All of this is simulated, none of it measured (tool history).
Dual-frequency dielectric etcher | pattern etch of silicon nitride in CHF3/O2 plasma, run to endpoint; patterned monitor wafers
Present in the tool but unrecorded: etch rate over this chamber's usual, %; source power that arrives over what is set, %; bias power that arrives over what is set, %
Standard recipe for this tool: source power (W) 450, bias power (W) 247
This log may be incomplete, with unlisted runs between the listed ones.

run	day	source power (W)	bias power (W)	wafers since the last listed run	hours since the last wet clean	hours since the last source power generator calibration	hours since the last bias power generator calibration	hours since the last upper electrode change	incoming incoming film thickness, nm	endpoint time (s)
1	0	450	247	0	4.4	2707.4	2601.1	2161.6	93.2	62.3
2	0.538	450	247	192	17.3	2720.3	2614	2174.5	92.3	61.4
3	1.275	450	229	263	35	2738	2631.7	2192.2	91.1	63.5
4	2.208	450	247	333	57.4	2760.4	2654.1	2214.6	93.4	61.7
5	2.767	450	247	199	70.8	2773.8	2667.5	2228	92.5	61.3
# day 5.033: source power generator calibrated
6	6.338	450	247	1217	156.5	31.3	2753.2	2313.7	91.7	60
7	6.912	450	247	205	170.3	45.1	2767	2327.5	92.3	60.3
8	7.779	450	295	309	191.1	65.9	2787.8	2348.3	92.3	54.4
9	8.671	450	295	318	212.5	87.3	2809.2	2369.7	92.3	54.7
10	9.175	400	247	180	224.6	99.4	2821.3	2381.8	92.5	62.5
11	9.779	400	247	216	239.1	113.9	2835.8	2396.3	92.4	62.1
# day 10.275: bias power generator calibrated
12	11.258	400	247	469	274.6	149.4	23.6	2431.8	91.7	61.2
13	12.708	450	247	518	309.4	184.2	58.4	2466.6	92.4	59.6
14	13.392	420	275	244	325.8	200.6	74.8	2483	91.1	55.9
15	14.842	540	230	518	360.6	235.4	109.6	2517.8	92	57.7
16	15.858	370	210	363	385	259.8	134	2542.2	94	70.3
# day 17.554: wet clean of the chamber
17	17.575	450	247	256	0.5	301	175.2	2583.4	93	62.2
18	19.488	490	216	683	46.4	346.9	221.1	2629.3	92.5	64.9
19	20.912	410	294	509	80.6	381.1	255.3	2663.5	92.8	57.5
20	21.712	360	190	286	99.8	400.3	274.5	2682.7	91.6	76.1
21	22.925	530	247	433	128.9	429.4	303.6	2711.8	92.3	57.6
22	23.825	420	276	321	150.5	451	325.2	2733.4	93.5	59
23	24.346	450	247	186	163	463.5	337.7	2745.9	92	60.7
# day 25.412: upper electrode replaced
24	25.433	490	216	31	189.1	489.6	363.8	0.5	93.7	64.3
25	26.15	450	247	256	206.3	506.8	381	17.7	93.2	60.9
26	26.654	540	189	180	218.4	518.9	393.1	29.8	91.9	65.8
27	27.871	410	227	435	247.6	548.1	422.3	59	91.8	64.7
28	28.567	520	279	248	264.3	564.8	439	75.7	92.2	53
29	29.442	490	207	312	285.3	585.8	460	96.7	92.4	64.4
30	30.658	370	292	435	314.5	615	489.2	125.9	93.2	58
31	31.488	380	247	296	334.4	634.9	509.1	145.8	91.3	61.9
# day 33.696: wet clean of the chamber
32	33.717	530	226	439	0.5	688.4	562.6	199.3	92.3	61.6
33	33.729	490	264	4	0.8	688.7	562.9	199.6	92.8	58.5
34	34.825	540	215	391	27.1	715	589.2	225.9	92.7	63.4

Expected results for the next run?
35	35.358	450	279	190	39.9	727.8	602	238.7	92.1	?

{"run 35": {"endpoint time (s)": 58.1}}
Without the tool's hidden state the same run would have given endpoint time (s) 58.
